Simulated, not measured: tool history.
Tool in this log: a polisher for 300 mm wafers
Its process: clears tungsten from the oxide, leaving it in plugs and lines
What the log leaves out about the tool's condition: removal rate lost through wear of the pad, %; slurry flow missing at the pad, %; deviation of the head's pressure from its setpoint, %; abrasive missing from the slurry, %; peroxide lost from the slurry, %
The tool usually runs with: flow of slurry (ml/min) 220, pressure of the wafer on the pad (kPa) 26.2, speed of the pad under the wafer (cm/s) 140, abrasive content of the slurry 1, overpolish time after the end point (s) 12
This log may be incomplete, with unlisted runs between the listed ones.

run	day	flow of slurry (ml/min)	pressure of the wafer on the pad (kPa)	speed of the pad under the wafer (cm/s)	abrasive content of the slurry	overpolish time after the end point (s)	wafers since the last listed run	wafers polished on this pad	hours since the slurry nozzle was cleaned	hours since the head pressure was calibrated	hours since the slurry blender was calibrated	hours since the slurry got fresh peroxide	incoming thickness of the incoming film, nm	time until the end point was called (s)
1	0	220	29	140	1.1	12	0	476	490.9	252.6	139.1	125.6	389	43
# day 1.767: slurry tank refilled with fresh slurry and peroxide
2	2.542	220	26.2	112	1	12	417	894	551.9	313.6	200.1	18.6	392	57.1
# day 3.008: worn pad replaced by a new one
3	5.225	220	26.2	112	1	12	420	370	616.3	378	264.5	83	384.4	58.1
# day 6.179: head pressure recalibrated
# day 7.258: slurry tank refilled with fresh slurry and peroxide
# day 7.496: slurry blender recalibrated
4	7.958	220	26.2	112	1	12	422	792	681.9	42.7	11.1	16.8	388.8	59.1
# day 10.321: worn pad replaced by a new one
5	10.854	220	26.2	140	1	12	456	88	751.4	112.2	80.6	86.3	387.6	47.7
6	13.375	220	26.2	140	1	12	421	510	811.9	172.7	141.1	146.8	394	47.3
# day 14.383: slurry nozzle cleaned
# day 14.517: slurry tank refilled with fresh slurry and peroxide
7	14.6	220	26.2	140	1	12	190	701	5.2	202.1	170.5	2	390.4	46.1
8	16.646	195	26.2	140	1	12	341	1043	54.3	251.2	219.6	51.1	399.1	47.6
# day 17.508: worn pad replaced by a new one
9	19.512	220	26.2	180	1	12	451	334	123.1	320	288.4	119.9	387.8	36.2
# day 20.379: slurry tank refilled with fresh slurry and peroxide
# day 20.738: head pressure recalibrated
# day 21.875: slurry blender recalibrated
10	22.125	295	34.5	156	1	14	401	736	185.8	33.3	6	41.9	392.5	33.1
# day 24.279: worn pad replaced by a new one
11	25.108	220	26.2	110	1	17	470	138	257.4	104.9	77.6	113.5	392.3	60.2
12	26.192	220	26.2	102	1	12	181	319	283.4	130.9	103.6	139.5	381.1	60.7
# day 26.871: slurry tank refilled with fresh slurry and peroxide
13	28.325	245	26.2	140	1	19	349	669	334.6	182.1	154.8	34.9	383.2	45.3
14	30.233	190	26.2	140	1.3	15	318	988	380.4	227.9	200.6	80.7	393.1	45.8
# day 31.379: worn pad replaced by a new one
15	31.912	220	26.2	140	1	12	252	88	420.7	268.2	240.9	121	394.2	48.1

4 options for the next run, each taken on its own from the tool as it stands now. Forecast them:
A	31.929	220	26.2	140	1	16	2	91	421.1	268.6	241.3	121.4	389.4	?
B	31.929	280	21.4	140	1	12	2	91	421.1	268.6	241.3	121.4	389.4	?
C	31.929	250	26.2	124	1	5	2	91	421.1	268.6	241.3	121.4	389.4	?
D	31.929	220	26.2	98	1	12	2	91	421.1	268.6	241.3	121.4	389.4	?

run	time until the end point was called (s)
A	45.9
B	50.4
C	51.2
D	65.5
Had the tool no hidden state, the same runs would have come out as:
run	time until the end point was called (s)
A	45.9
B	50.4
C	51.2
D	65.5

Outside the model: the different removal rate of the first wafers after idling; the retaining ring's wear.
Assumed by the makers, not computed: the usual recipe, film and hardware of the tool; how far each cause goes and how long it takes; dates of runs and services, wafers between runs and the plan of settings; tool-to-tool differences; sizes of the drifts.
